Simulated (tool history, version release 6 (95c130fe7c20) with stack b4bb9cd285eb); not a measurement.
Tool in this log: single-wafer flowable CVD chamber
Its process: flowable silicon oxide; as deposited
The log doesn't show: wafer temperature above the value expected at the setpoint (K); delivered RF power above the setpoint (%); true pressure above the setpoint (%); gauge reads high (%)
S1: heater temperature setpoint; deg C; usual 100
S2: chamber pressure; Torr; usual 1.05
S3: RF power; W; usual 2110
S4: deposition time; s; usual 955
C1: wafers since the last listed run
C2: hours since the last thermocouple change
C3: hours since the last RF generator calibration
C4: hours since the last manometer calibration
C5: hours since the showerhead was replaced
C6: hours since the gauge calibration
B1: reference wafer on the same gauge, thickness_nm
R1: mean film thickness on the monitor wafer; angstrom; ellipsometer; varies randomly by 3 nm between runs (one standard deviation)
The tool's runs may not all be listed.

| run | hour | S1 | S2 | S3 | S4 | C1 | C2 | C3 | C4 | C5 | C6 | B1 | R1 |
|---|---|---|---|---|---|---|---|---|---|---|---|---|---|
| 1 | 0.0 | 100 | 1.05 | 2110 | 955 | 0 | 58.8 | 0.5 | 1323.3 | 260.6 | 3555.9 | 895.586 | 8372.83 |
| 2 | 47.9 | 100 | 1.05 | 2110 | 955 | 103 | 106.7 | 48.4 | 1371.2 | 308.5 | 3603.8 | 896.389 | 8354.30 |
| 3 | 155.6 | 109 | 1.05 | 2010 | 955 | 232 | 214.4 | 156.1 | 1478.9 | 416.2 | 3711.5 | 895.642 | 6362.05 |
| 4 | 197.3 | 109 | 1.05 | 2010 | 955 | 90 | 256.1 | 197.8 | 1520.6 | 457.9 | 3753.2 | 895.037 | 6373.49 |
| 5 | 293.5 | 100 | 1.05 | 1835 | 955 | 207 | 352.3 | 294.0 | 1616.8 | 554.1 | 3849.4 | 896.463 | 8056.72 |
| 6 | 341.3 | 100 | 0.86 | 2110 | 955 | 103 | 400.1 | 341.8 | 1664.6 | 601.9 | 3897.2 | 895.697 | 7309.20 |
|  | 434.9 | gauge calibrated |
| 7 | 439.5 | 100 | 1.05 | 2360 | 843 | 212 | 498.3 | 440.0 | 1762.8 | 700.1 | 4.6 | 896.171 | 7606.38 |
|  | 518.1 | capacitance manometer re-zeroed and calibrated |
| 8 | 518.6 | 100 | 0.90 | 2110 | 1066 | 153 | 577.4 | 519.1 | 0.5 | 779.2 | 83.7 | 895.877 | 8194.26 |
| 9 | 598.1 | 100 | 0.90 | 1970 | 955 | 171 | 656.9 | 598.6 | 80.0 | 858.7 | 163.2 | 895.663 | 7265.57 |
| 10 | 696.6 | 88 | 1.20 | 2110 | 1098 | 212 | 755.4 | 697.1 | 178.5 | 957.2 | 261.7 | 895.591 | 14760.36 |
| 11 | 757.5 | 100 | 0.89 | 2460 | 955 | 131 | 816.3 | 758.0 | 239.4 | 1018.1 | 322.6 | 895.342 | 7595.45 |
| 12 | 803.3 | 100 | 0.85 | 1810 | 1060 | 99 | 862.1 | 803.8 | 285.2 | 1063.9 | 368.4 | 895.796 | 7603.86 |
| 13 | 846.9 | 100 | 1.05 | 2110 | 1040 | 94 | 905.7 | 847.4 | 328.8 | 1107.5 | 412.0 | 896.045 | 8996.19 |
|  | 997.8 | RF generator calibrated |
| 14 | 1136.5 | 113 | 1.05 | 2110 | 955 | 608 | 1195.3 | 138.7 | 618.4 | 1397.1 | 701.6 | 895.440 | 5707.98 |
| 15 | 1204.3 | 104 | 1.05 | 2110 | 1021 | 146 | 1263.1 | 206.5 | 686.2 | 1464.9 | 769.4 | 897.055 | 7913.24 |
| 16 | 1330.7 | 100 | 1.05 | 2110 | 955 | 273 | 1389.5 | 332.9 | 812.6 | 1591.3 | 895.8 | 896.637 | 8406.09 |
| 17 | 1421.1 | 109 | 1.24 | 2110 | 955 | 195 | 1479.9 | 423.3 | 903.0 | 1681.7 | 986.2 | 895.642 | 7198.16 |
| 18 | 1498.5 | 100 | 1.05 | 2110 | 955 | 167 | 1557.3 | 500.7 | 980.4 | 1759.1 | 1063.6 | 895.699 | 8413.41 |
| 19 | 1557.3 | 113 | 1.05 | 2315 | 1100 | 127 | 1616.1 | 559.5 | 1039.2 | 1817.9 | 1122.4 | 896.091 | 6753.64 |
| 20 | 1612.2 | 100 | 1.05 | 2110 | 955 | 118 | 1671.0 | 614.4 | 1094.1 | 1872.8 | 1177.3 | 896.149 | 8380.06 |

Run 21, settings as shown, results not yet in. Your forecast:
| 21 | 1679.7 | 112 | 1.19 | 2110 | 955 | 145 | 1738.5 | 681.9 | 1161.6 | 1940.3 | 1244.8 | ? | ? |

B1: 896.014
R1: 6474.44 angstrom
If the tool had no hidden condition, the same run with the same run-to-run variation would have returned R1 6299.86 angstrom.

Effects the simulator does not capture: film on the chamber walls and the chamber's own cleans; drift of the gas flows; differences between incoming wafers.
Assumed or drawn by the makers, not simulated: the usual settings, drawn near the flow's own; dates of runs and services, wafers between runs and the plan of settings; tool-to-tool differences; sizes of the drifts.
